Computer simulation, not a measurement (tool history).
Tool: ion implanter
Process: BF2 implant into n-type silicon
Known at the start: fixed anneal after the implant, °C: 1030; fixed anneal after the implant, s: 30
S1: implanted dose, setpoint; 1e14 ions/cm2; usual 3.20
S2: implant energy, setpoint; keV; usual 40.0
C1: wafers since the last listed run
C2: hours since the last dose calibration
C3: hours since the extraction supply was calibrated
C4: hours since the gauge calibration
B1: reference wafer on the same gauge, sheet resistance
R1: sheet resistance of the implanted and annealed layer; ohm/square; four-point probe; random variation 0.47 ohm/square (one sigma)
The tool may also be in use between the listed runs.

run	hour	S1	S2	C1	C2	C3	C4	B1	R1
1	0.0	3.20	40.0	0	249.2	3258.7	1330.7	351.94	314.94
2	49.9	3.20	40.0	886	299.1	3308.6	1380.6	351.96	314.10
3	138.6	3.20	40.0	1576	387.8	3397.3	1469.3	351.97	313.84
4	220.2	3.20	40.0	1450	469.4	3478.9	1550.9	352.00	313.53
5	275.7	3.20	40.0	986	524.9	3534.4	1606.4	352.01	312.93
6	378.5	3.20	35.5	1827	627.7	3637.2	1709.2	351.98	316.83
7	439.2	3.20	35.5	1078	688.4	3697.9	1769.9	351.97	316.69
8	484.0	3.20	35.5	796	733.2	3742.7	1814.7	352.00	317.21
9	557.9	3.73	44.5	1313	807.1	3816.6	1888.6	351.94	272.65
10	637.2	3.20	47.5	1409	886.4	3895.9	1967.9	352.07	307.31
11	734.5	3.73	40.0	1729	983.7	3993.2	2065.2	352.01	275.50
# hour 779.3: Faraday cup replaced and dose calibrated
# hour 788.6: gauge calibrated
12	822.1	3.73	40.0	1414	42.8	4080.8	33.5	351.85	277.16
13	860.7	3.73	40.0	686	81.4	4119.4	72.1	352.13	276.29
14	946.8	2.64	40.0	1530	167.5	4205.5	158.2	352.01	367.96
# hour 1008.2: extraction supply calibrated
15	1008.7	2.64	40.0	957	229.4	0.5	220.1	352.05	368.84
16	1088.9	2.64	40.0	1425	309.6	80.7	300.3	351.99	368.94
17	1148.7	3.20	40.0	1062	369.4	140.5	360.1	351.93	313.75
18	1247.8	3.20	40.0	1761	468.5	239.6	459.2	351.87	313.63
19	1354.1	3.73	40.0	1889	574.8	345.9	565.5	352.16	275.89
20	1433.4	3.51	27.0	1409	654.1	425.2	644.8	352.01	300.12
21	1471.2	2.33	29.5	671	691.9	463.0	682.6	352.05	421.54
22	1510.2	3.75	33.5	693	730.9	502.0	721.6	352.09	277.99
23	1588.9	2.48	49.5	1398	809.6	580.7	800.3	352.03	379.10
24	1691.2	2.41	51.0	1818	911.9	683.0	902.6	352.00	384.88
25	1769.1	3.20	40.0	1384	989.8	760.9	980.5	351.87	312.82
26	1869.2	3.72	46.5	1779	1089.9	861.0	1080.6	352.07	271.43
# hour 1898.4: Faraday cup replaced and dose calibrated
27	1949.1	2.43	33.5	1277	50.7	940.9	1160.5	352.07	403.36
28	2001.1	3.72	29.5	924	102.7	992.9	1212.5	351.91	284.80
29	2074.3	3.20	49.5	1300	175.9	1066.1	1285.7	352.01	307.68
30	2113.7	3.94	26.0	700	215.3	1105.5	1325.1	351.99	273.73
31	2173.8	3.20	40.0	1068	275.4	1165.6	1385.2	351.99	313.64
32	2277.8	3.97	49.0	1848	379.4	1269.6	1489.2	351.96	257.18
33	2324.0	3.69	46.5	821	425.6	1315.8	1535.4	352.09	274.32
34	2430.9	3.20	40.0	1899	532.5	1422.7	1642.3	352.16	313.37
35	2524.3	2.28	26.5	1659	625.9	1516.1	1735.7	352.02	433.82
36	2599.5	3.20	40.0	1336	701.1	1591.3	1810.9	352.11	312.54

4 ways to go on from here, each from the tool as it stands after run 36. What would each give?
A	2599.9	3.20	40.0	7	701.5	1591.7	1811.3	?	?
B	2599.9	3.94	50.5	7	701.5	1591.7	1811.3	?	?
C	2599.9	3.70	45.0	7	701.5	1591.7	1811.3	?	?
D	2599.9	2.75	47.0	7	701.5	1591.7	1811.3	?	?

run	B1	R1
A	351.99	313.08
B	351.99	257.28
C	351.99	274.12
D	351.99	349.13
Without the tool's hidden state the same runs would have given:
run	R1
A	314.61
B	258.53
C	275.46
D	350.82
